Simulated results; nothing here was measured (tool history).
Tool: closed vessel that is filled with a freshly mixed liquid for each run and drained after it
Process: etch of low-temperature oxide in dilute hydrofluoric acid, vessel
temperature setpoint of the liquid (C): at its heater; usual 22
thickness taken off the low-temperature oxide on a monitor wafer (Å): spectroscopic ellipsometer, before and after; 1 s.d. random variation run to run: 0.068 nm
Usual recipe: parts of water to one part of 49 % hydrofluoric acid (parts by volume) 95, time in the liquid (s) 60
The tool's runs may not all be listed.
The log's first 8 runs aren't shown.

run	hour	temperature setpoint of the liquid (C)	parts of water to one part of 49 % hydrofluoric acid (parts by volume)	time in the liquid (s)	wafers since the last listed run	hours since the thermometer was replaced	hours since the hydrofluoric acid flow meter was replaced	hours since the gauge calibration	read-back film thickness of the low-temperature oxide reference wafer, read on the same gauge (nm)	thickness taken off the low-temperature oxide on a monitor wafer (Å)
9	490	22	95	60	8406	418.4	161.8	3424.3	50.07	171.6
10	556.3	25.5	130	30	8172	484.7	228.1	3490.6	49.97	68.6
11	610.1	22	95	60	6631	538.5	281.9	3544.4	49.97	171
12	660.4	17	80	60	6199	588.8	332.2	3594.7	50.03	170.5
13	704.6	20.5	95	60	5448	633	376.4	3638.9	50.03	162.4
14	913.6	22	95	60	25761	842	585.4	3847.9	49.99	175.3
15	967.3	22	95	60	6619	895.7	639.1	3901.6	50	176.1
# hour 1010.3: gauge calibrated
16	1040	17.5	95	30	8960	968.4	711.8	29.7	49.99	73.4
# hour 1044.4: thermometer replaced
17	1135.7	22	105	60	11672	91.3	807.5	125.4	50.04	151.1
# hour 1225.1: hydrofluoric acid flow meter replaced
18	1225.6	22	95	75	10957	181.2	0.5	215.3	49.94	210.8
19	1311.1	18	95	60	10538	266.7	86	300.8	50.02	143.2
20	1417	25	50	85	13053	372.6	191.9	406.7	50.02	546.4
21	1485.6	22	110	30	8455	441.2	260.5	475.3	49.93	73
22	1529.4	17	55	90	5398	485	304.3	519.1	50	376.4
23	1668.1	20.5	95	85	17096	623.7	443	657.8	49.96	228.8
24	1747.5	24	140	30	9786	703.1	522.4	737.2	49.96	60.2
25	1844.8	22	70	30	11993	800.4	619.7	834.5	50	121.3
26	1942.4	23.5	120	30	12030	898	717.3	932.1	50.02	70.9
27	1997.7	20.5	55	30	6816	953.3	772.6	987.4	50.03	148.8
28	2104.6	19.5	65	60	13176	1060.2	879.5	1094.3	50.01	240.2
# hour 2144.7: thermometer replaced
29	2147.5	22	110	40	5164	2.8	922.4	1137.2	49.97	93.9
# hour 2181.6: hydrofluoric acid flow meter replaced
30	2184.3	20.5	95	85	4412	39.6	2.7	1174	49.99	223.5
31	2282.4	19	95	85	12091	137.7	100.8	1272.1	49.99	210.2
32	2345.2	18	55	60	7740	200.5	163.6	1334.9	50.04	258.2

4 ways to go on from here, each from the tool as it stands after run 32. What would each give?
A	2345.9	22	95	45	86	201.2	164.3	1335.6	?	?
B	2345.9	23.5	95	60	86	201.2	164.3	1335.6	?	?
C	2345.9	22	115	60	86	201.2	164.3	1335.6	?	?
D	2345.9	24.5	55	80	86	201.2	164.3	1335.6	?	?

run	read-back film thickness of the low-temperature oxide reference wafer, read on the same gauge (nm)	thickness taken off the low-temperature oxide on a monitor wafer (Å)
A	50.02	127.6
B	50.02	180.7
C	50.02	137.3
D	50.02	456.1
With no hidden state in the tool, these same runs would have given:
run	thickness taken off the low-temperature oxide on a monitor wafer (Å)
A	126.3
B	178.9
C	135.9
D	451.5

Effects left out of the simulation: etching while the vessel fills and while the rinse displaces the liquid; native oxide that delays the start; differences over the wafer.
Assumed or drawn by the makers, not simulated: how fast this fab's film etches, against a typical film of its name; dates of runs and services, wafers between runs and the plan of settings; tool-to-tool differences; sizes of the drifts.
